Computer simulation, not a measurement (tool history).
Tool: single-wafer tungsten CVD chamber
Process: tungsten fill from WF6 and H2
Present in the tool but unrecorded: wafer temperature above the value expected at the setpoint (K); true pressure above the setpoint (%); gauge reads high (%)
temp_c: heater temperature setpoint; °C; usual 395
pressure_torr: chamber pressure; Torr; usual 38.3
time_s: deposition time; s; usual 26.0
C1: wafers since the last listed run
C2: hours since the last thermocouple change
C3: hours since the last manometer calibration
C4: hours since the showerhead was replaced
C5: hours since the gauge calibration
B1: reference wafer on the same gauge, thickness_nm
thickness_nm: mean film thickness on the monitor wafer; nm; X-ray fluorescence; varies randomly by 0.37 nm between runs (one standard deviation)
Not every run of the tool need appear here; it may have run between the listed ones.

Run 1, hour 0.0: usual settings but pressure_torr 43.6 Torr; C1 0; C2 1021.8; C3 138.1; C4 4640.5; C5 1226.9; B1 91.959. Result: thickness_nm 90.085 nm.
Run 2, hour 96.8: usual settings; C1 4222; C2 1118.6; C3 234.9; C4 4737.3; C5 1323.7; B1 91.881. Result: thickness_nm 84.075 nm.
Run 3, hour 177.0: usual settings; C1 3497; C2 1198.8; C3 315.1; C4 4817.5; C5 1403.9; B1 91.763. Result: thickness_nm 83.479 nm.
Run 4, hour 252.3: usual settings; C1 3284; C2 1274.1; C3 390.4; C4 4892.8; C5 1479.2; B1 91.986. Result: thickness_nm 84.212 nm.
Run 5, hour 505.8: usual settings; C1 11056; C2 1527.6; C3 643.9; C4 5146.3; C5 1732.7; B1 91.878. Result: thickness_nm 84.352 nm.
Run 6, hour 597.1: usual settings; C1 3982; C2 1618.9; C3 735.2; C4 5237.6; C5 1824.0; B1 91.784. Result: thickness_nm 84.430 nm.
Run 7, hour 700.6: usual settings; C1 4514; C2 1722.4; C3 838.7; C4 5341.1; C5 1927.5; B1 91.811. Result: thickness_nm 84.521 nm.
Run 8, hour 772.1: usual settings; C1 3118; C2 1793.9; C3 910.2; C4 5412.6; C5 1999.0; B1 91.871. Result: thickness_nm 85.238 nm.
At hour 795.6: gauge calibrated.
Run 9, hour 905.0: usual settings; C1 5796; C2 1926.8; C3 1043.1; C4 5545.5; C5 109.4; B1 91.778. Result: thickness_nm 85.259 nm.
Run 10, hour 999.3: usual settings; C1 4112; C2 2021.1; C3 1137.4; C4 5639.8; C5 203.7; B1 91.886. Result: thickness_nm 85.043 nm.
Run 11, hour 1102.9: usual settings; C1 4518; C2 2124.7; C3 1241.0; C4 5743.4; C5 307.3; B1 91.966. Result: thickness_nm 84.284 nm.
At hour 1153.1: showerhead replaced.
Run 12, hour 1183.3: usual settings but pressure_torr 43.0 Torr; C1 3157; C2 2205.1; C3 1321.4; C4 30.2; C5 387.7; B1 91.947. Result: thickness_nm 88.623 nm.
Run 13, hour 1259.4: usual settings but temp_c 407 °C, pressure_torr 42.0 Torr, time_s 29.9 s; C1 3319; C2 2281.2; C3 1397.5; C4 106.3; C5 463.8; B1 91.865. Result: thickness_nm 123.843 nm.
Run 14, hour 1327.5: usual settings; C1 2970; C2 2349.3; C3 1465.6; C4 174.4; C5 531.9; B1 91.876. Result: thickness_nm 84.982 nm.
Run 15, hour 1392.6: usual settings; C1 2839; C2 2414.4; C3 1530.7; C4 239.5; C5 597.0; B1 91.712. Result: thickness_nm 84.877 nm.
Run 16, hour 1445.5: usual settings but temp_c 385 °C; C1 2307; C2 2467.3; C3 1583.6; C4 292.4; C5 649.9; B1 91.855. Result: thickness_nm 71.957 nm.
Run 17, hour 1491.0: usual settings but temp_c 404 °C, pressure_torr 42.2 Torr, time_s 30.8 s; C1 1984; C2 2512.8; C3 1629.1; C4 337.9; C5 695.4; B1 92.000. Result: thickness_nm 121.655 nm.
Run 18, hour 1542.4: usual settings but temp_c 406 °C; C1 2241; C2 2564.2; C3 1680.5; C4 389.3; C5 746.8; B1 91.861. Result: thickness_nm 102.171 nm.
Run 19, hour 1588.6: usual settings; C1 2015; C2 2610.4; C3 1726.7; C4 435.5; C5 793.0; B1 92.049. Result: thickness_nm 85.491 nm.
Run 20, hour 1678.7: usual settings but temp_c 399 °C, pressure_torr 29.5 Torr, time_s 30.7 s; C1 3929; C2 2700.5; C3 1816.8; C4 525.6; C5 883.1; B1 91.941. Result: thickness_nm 96.290 nm.
At hour 1721.8: thermocouple changed; heater temperature recalibrated.
Run 21, hour 1734.4: usual settings; C1 2080; C2 12.6; C3 1872.5; C4 581.3; C5 938.8; B1 91.776. Result: thickness_nm 88.634 nm.
Run 22, hour 1814.6: usual settings; C1 3497; C2 92.8; C3 1952.7; C4 661.5; C5 1019.0; B1 91.872. Result: thickness_nm 88.840 nm.
Run 23, hour 1898.7: usual settings but temp_c 403 °C; C1 3668; C2 176.9; C3 2036.8; C4 745.6; C5 1103.1; B1 91.821. Result: thickness_nm 101.112 nm.
Run 24, hour 2002.9: usual settings but temp_c 405 °C, pressure_torr 30.6 Torr, time_s 22.4 s; C1 4544; C2 281.1; C3 2141.0; C4 849.8; C5 1207.3; B1 91.966. Result: thickness_nm 80.298 nm.
At hour 2020.7: capacitance manometer re-zeroed and calibrated.
Run 25, hour 2075.0: usual settings but temp_c 386 °C, time_s 27.4 s; C1 2795; C2 353.2; C3 54.3; C4 921.9; C5 1279.4; B1 91.899. Result: thickness_nm 77.154 nm.
Run 26, hour 2147.2: usual settings but pressure_torr 30.2 Torr; C1 3149; C2 425.4; C3 126.5; C4 994.1; C5 1351.6; B1 92.062. Result: thickness_nm 77.269 nm.
Run 27, hour 2229.7: usual settings but temp_c 400 °C, pressure_torr 45.0 Torr, time_s 22.6 s; C1 3598; C2 507.9; C3 209.0; C4 1076.6; C5 1434.1; B1 92.053. Result: thickness_nm 86.206 nm.
Run 28, hour 2400.9: usual settings but temp_c 404 °C; C1 7467; C2 679.1; C3 380.2; C4 1247.8; C5 1605.3; B1 92.116. Result: thickness_nm 99.130 nm.
Run 29, hour 2497.1: usual settings but temp_c 404 °C; C1 4195; C2 775.3; C3 476.4; C4 1344.0; C5 1701.5; B1 91.789. Result: thickness_nm 99.472 nm.
Run 30, hour 2543.8: usual settings but temp_c 388 °C, time_s 24.7 s; C1 2036; C2 822.0; C3 523.1; C4 1390.7; C5 1748.2; B1 91.963. Result: thickness_nm 72.396 nm.
At hour 2585.5: gauge calibrated.
Run 31, hour 2602.3: usual settings but pressure_torr 31.5 Torr, time_s 22.4 s; C1 2551; C2 880.5; C3 581.6; C4 1449.2; C5 16.8; B1 91.892. Result: thickness_nm 67.474 nm.
Run 32, hour 2675.0: usual settings but temp_c 380 °C, pressure_torr 33.5 Torr; C1 3170; C2 953.2; C3 654.3; C4 1521.9; C5 89.5; B1 92.053. Result: thickness_nm 62.167 nm.
Run 33, hour 2743.5: usual settings; C1 2987; C2 1021.7; C3 722.8; C4 1590.4; C5 158.0; B1 91.993. Result: thickness_nm 85.510 nm.

5 ways to go on from here, each from the tool as it stands after run 33. What would each give?
Run A, hour 2743.9: usual settings; C1 17; C2 1022.1; C3 723.2; C4 1590.8; C5 158.4; B1 ?. Result: thickness_nm ?.
Run B, hour 2743.9: usual settings but temp_c 401 °C, pressure_torr 42.2 Torr; C1 17; C2 1022.1; C3 723.2; C4 1590.8; C5 158.4; B1 ?. Result: thickness_nm ?.
Run C, hour 2743.9: usual settings but temp_c 381 °C, pressure_torr 47.0 Torr, time_s 29.4 s; C1 17; C2 1022.1; C3 723.2; C4 1590.8; C5 158.4; B1 ?. Result: thickness_nm ?.
Run D, hour 2743.9: usual settings but time_s 28.7 s; C1 17; C2 1022.1; C3 723.2; C4 1590.8; C5 158.4; B1 ?. Result: thickness_nm ?.
Run E, hour 2743.9: usual settings but pressure_torr 43.2 Torr; C1 17; C2 1022.1; C3 723.2; C4 1590.8; C5 158.4; B1 ?. Result: thickness_nm ?.

run      B1  thickness_nm
  A  91.860        85.544
  B  91.860        98.528
  C  91.860        83.169
  D  91.860        94.466
  E  91.860        90.168
Without the tool's hidden state the same runs would have given:
run  thickness_nm
  A        86.722
  B        99.841
  C        84.444
  D        95.767
  E        91.422
